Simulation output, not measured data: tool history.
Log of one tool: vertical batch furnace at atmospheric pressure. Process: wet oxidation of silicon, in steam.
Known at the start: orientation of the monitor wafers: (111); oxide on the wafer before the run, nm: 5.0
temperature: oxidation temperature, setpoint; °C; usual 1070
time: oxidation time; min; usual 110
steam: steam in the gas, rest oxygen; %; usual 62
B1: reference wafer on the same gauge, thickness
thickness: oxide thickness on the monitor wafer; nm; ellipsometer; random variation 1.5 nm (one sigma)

Run 1, hour 0: usual settings but temperature 1057 °C; B1 668.29. Result: thickness 632.22 nm.
Run 2, hour 16.5: usual settings; B1 667.36. Result: thickness 666.88 nm.
Run 3, hour 44.4: usual settings; B1 667.84. Result: thickness 663.52 nm.
Run 4, hour 60.7: usual settings; B1 668.09. Result: thickness 663.64 nm.
Run 5, hour 92.2: usual settings; B1 668.27. Result: thickness 662.97 nm.
Run 6, hour 114.4: usual settings; B1 668.03. Result: thickness 662.44 nm.
Run 7, hour 144.4: usual settings; B1 668.28. Result: thickness 664.08 nm.
Run 8, hour 169.6: usual settings; B1 668.35. Result: thickness 663.3 nm.
Run 9, hour 188.1: usual settings; B1 667.59. Result: thickness 664.49 nm.
Run 10, hour 209: usual settings but temperature 1076 °C, steam 70 %; B1 667.97. Result: thickness 726.04 nm.
Run 11, hour 227.1: usual settings but temperature 1062 °C; B1 668.52. Result: thickness 645.69 nm.
Run 12, hour 242.7: usual settings but temperature 1062 °C; B1 668.17. Result: thickness 645.11 nm.
Run 13, hour 260.9: usual settings but temperature 1062 °C; B1 667.33. Result: thickness 646.74 nm.
Run 14, hour 278.9: usual settings; B1 668.09. Result: thickness 664.27 nm.
Run 15, hour 304.5: usual settings; B1 668.53. Result: thickness 662.46 nm.
Run 16, hour 331: usual settings; B1 667.89. Result: thickness 663.02 nm.
Run 17, hour 359.3: usual settings but time 69.5 min; B1 668. Result: thickness 517.67 nm.
Run 18, hour 374.8: usual settings but time 89.5 min, steam 67 %; B1 667.95. Result: thickness 619.69 nm.
Run 19, hour 404: usual settings but time 88 min, steam 70 %; B1 667.78. Result: thickness 628.04 nm.

Forecast run 20:
At hour 441.4: steam generator serviced.
Run 20, hour 441.9: usual settings but temperature 1056 °C, steam 66 %; B1 ?. Result: thickness ?.

B1: 667.63
thickness: 638.66 nm
Without the tool's hidden state the same run would have given thickness 674.64 nm.
